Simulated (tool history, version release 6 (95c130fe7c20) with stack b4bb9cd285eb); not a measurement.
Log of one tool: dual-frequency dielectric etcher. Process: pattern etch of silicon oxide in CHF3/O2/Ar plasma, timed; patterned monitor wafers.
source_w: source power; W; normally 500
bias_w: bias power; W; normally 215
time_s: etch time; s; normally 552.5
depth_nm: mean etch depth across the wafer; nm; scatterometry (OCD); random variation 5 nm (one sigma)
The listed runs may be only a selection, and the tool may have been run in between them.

run	day	source_w	bias_w	time_s	read-back reference wafer on the same gauge, depth_nm	depth_nm
1	0.000	500	215	552.5	1059.4	1163.3
2	2.388	590	215	505.0	1060.1	1161.6
3	6.450	590	215	505.0	1059.0	1158.5
# day 7.783: wet clean of the chamber
4	10.883	500	215	552.5	1060.7	1158.4
5	13.296	500	215	552.5	1059.9	1163.3
6	22.875	500	215	552.5	1059.5	1172.1
7	25.629	500	215	552.5	1060.3	1169.6
# day 27.962: wet clean of the chamber
8	29.096	500	215	552.5	1060.6	1167.4
9	33.167	460	204	552.5	1061.0	1095.8
10	37.121	460	204	552.5	1060.1	1092.1
11	40.412	460	204	552.5	1060.8	1084.7
# day 42.617: upper electrode replaced, of another model than before
12	43.271	500	215	440.5	1059.9	909.1
13	44.825	580	215	552.5	1059.3	1279.8
# day 47.408: source power generator calibrated
# day 48.658: bias power generator calibrated
# day 49.625: wet clean of the chamber
14	49.646	420	163	632.5	1060.5	1082.9
15	50.425	430	176	552.5	1060.2	983.7
16	52.238	420	196	552.5	1060.3	987.4
17	54.296	500	215	552.5	1059.6	1193.1
18	58.162	440	233	621.0	1059.8	1214.7
19	61.962	500	215	552.5	1060.3	1180.3
# day 63.629: gauge calibrated
20	63.667	500	215	684.0	1059.8	1452.6
21	67.271	500	215	552.5	1060.7	1188.1
22	71.488	590	249	552.5	1059.8	1401.3
# day 73.792: wet clean of the chamber
23	74.804	410	215	552.5	1061.1	973.6
24	77.696	460	204	552.5	1060.1	1083.2
25	79.754	500	162	552.5	1060.8	1093.0
26	83.496	580	263	392.5	1060.1	979.6
# day 95.096: wet clean of the chamber
27	95.117	500	263	552.5	1059.8	1232.4
28	98.808	500	215	552.5	1059.8	1167.5
29	104.212	500	186	601.5	1058.9	1229.8

Alternative continuations, all from the tool just after run 29; predict every row:
A	104.238	600	215	552.5	?	?
B	104.238	500	176	552.5	?	?
C	104.238	500	254	552.5	?	?
D	104.238	610	215	552.5	?	?

run	read-back reference wafer on the same gauge, depth_nm	depth_nm
A	1060.1	1336.8
B	1060.1	1109.8
C	1060.1	1216.1
D	1060.1	1352.2
Take away the tool's hidden state, keep each run's random variation, and the runs would have read:
run	depth_nm
A	1381.8
B	1147.2
C	1256.5
D	1397.7
